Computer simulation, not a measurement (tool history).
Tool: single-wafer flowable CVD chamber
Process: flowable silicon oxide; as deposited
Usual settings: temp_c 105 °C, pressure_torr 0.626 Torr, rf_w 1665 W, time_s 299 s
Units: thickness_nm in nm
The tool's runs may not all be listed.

run     day  temp_c  pressure_torr  rf_w  time_s  wafers since the last listed run  hours since the last thermocouple change  hours since the last RF generator calibration  hours since the last manometer calibration  hours since the showerhead was replaced  hours since the gauge calibration  read-back reference wafer on the same gauge, thickness_nm  thickness_nm
  1   0.000      94          0.626  1665     299                                 0                                    1722.6                                          211.0                                       225.0                                    189.2                             3318.9                                                     83.003       149.397
  2   2.496      94          0.626  1665     299                               378                                    1782.5                                          270.9                                       284.9                                    249.1                             3378.8                                                     83.014       148.495
  3   4.100      94          0.626  1665     299                               243                                    1821.0                                          309.4                                       323.4                                    287.6                             3417.3                                                     82.982       148.454
  4   6.700     105          0.626  1665     299                               394                                    1883.4                                          371.8                                       385.8                                    350.0                             3479.7                                                     82.872        97.154
  5   9.800     105          0.626  1665     299                               470                                    1957.8                                          446.2                                       460.2                                    424.4                             3554.1                                                     82.986        97.592
     10.896  -- thermocouple changed; heater temperature recalibrated
  6  12.833     105          0.626  1665     299                               409                                      46.5                                          519.0                                       533.0                                    497.2                             3626.9                                                     83.134        93.250
  7  15.771     105          0.626  1665     299                               445                                     117.0                                          589.5                                       603.5                                    567.7                             3697.4                                                     83.052        94.009
  8  18.338     105          0.476  1665     355                               389                                     178.6                                          651.1                                       665.1                                    629.3                             3759.0                                                     83.033        85.970
  9  20.350     105          0.626  1665     299                               305                                     226.9                                          699.4                                       713.4                                    677.6                             3807.3                                                     83.118        95.227
     22.138  -- gauge calibrated
 10  24.692      94          0.626  1665     299                               658                                     331.1                                          803.6                                       817.6                                    781.8                               61.3                                                     83.097       143.195
 11  27.142     105          0.626  1495     299                               371                                     389.9                                          862.4                                       876.4                                    840.6                              120.1                                                     83.015        92.010
 12  31.483     105          0.690  1665     299                               658                                     494.1                                          966.6                                       980.6                                    944.8                              224.3                                                     83.031       105.904
 13  34.779     109          0.626  1665     351                               500                                     573.2                                         1045.7                                      1059.7                                   1023.9                              303.4                                                     83.038        96.378
 14  37.442     116          0.626  1865     323                               404                                     637.1                                         1109.6                                      1123.6                                   1087.8                              367.3                                                     82.904        71.516
 15  39.229     101          0.626  1885     261                               271                                     680.0                                         1152.5                                      1166.5                                   1130.7                              410.2                                                     82.957       100.441
 16  42.188      92          0.626  1665     326                               449                                     751.0                                         1223.5                                      1237.5                                   1201.7                              481.2                                                     82.888       170.829
 17  44.542     105          0.626  1665     299                               357                                     807.5                                         1280.0                                      1294.0                                   1258.2                              537.7                                                     82.815        95.825
 18  48.438     105          0.626  1915     299                               591                                     901.0                                         1373.5                                      1387.5                                   1351.7                              631.2                                                     82.942        99.461
 19  52.200     105          0.626  1665     299                               571                                     991.3                                         1463.8                                      1477.8                                   1442.0                              721.5                                                     83.097        96.951
 20  54.667     105          0.626  1455     299                               374                                    1050.5                                         1523.0                                      1537.0                                   1501.2                              780.7                                                     82.917        91.979
 21  57.971     105          0.626  1375     299                               501                                    1129.8                                         1602.3                                      1616.3                                   1580.5                              860.0                                                     83.023        90.520
 22  60.529     105          0.626  1665     282                               388                                    1191.2                                         1663.7                                      1677.7                                   1641.9                              921.4                                                     82.960        91.234
 23  63.258     105          0.488  1665     263                               414                                    1256.7                                         1729.2                                      1743.2                                   1707.4                              986.9                                                     82.962        66.509

Run 24 comes next. What will it give?
 24  67.708     116          0.696  1665     253                               675                                    1363.5                                         1836.0                                      1850.0                                   1814.2                             1093.7                                                          ?             ?

read-back reference wafer on the same gauge, thickness_nm: 82.821
thickness_nm: 61.422 nm
Without the tool's hidden state the same run would have given thickness_nm 59.739 nm.

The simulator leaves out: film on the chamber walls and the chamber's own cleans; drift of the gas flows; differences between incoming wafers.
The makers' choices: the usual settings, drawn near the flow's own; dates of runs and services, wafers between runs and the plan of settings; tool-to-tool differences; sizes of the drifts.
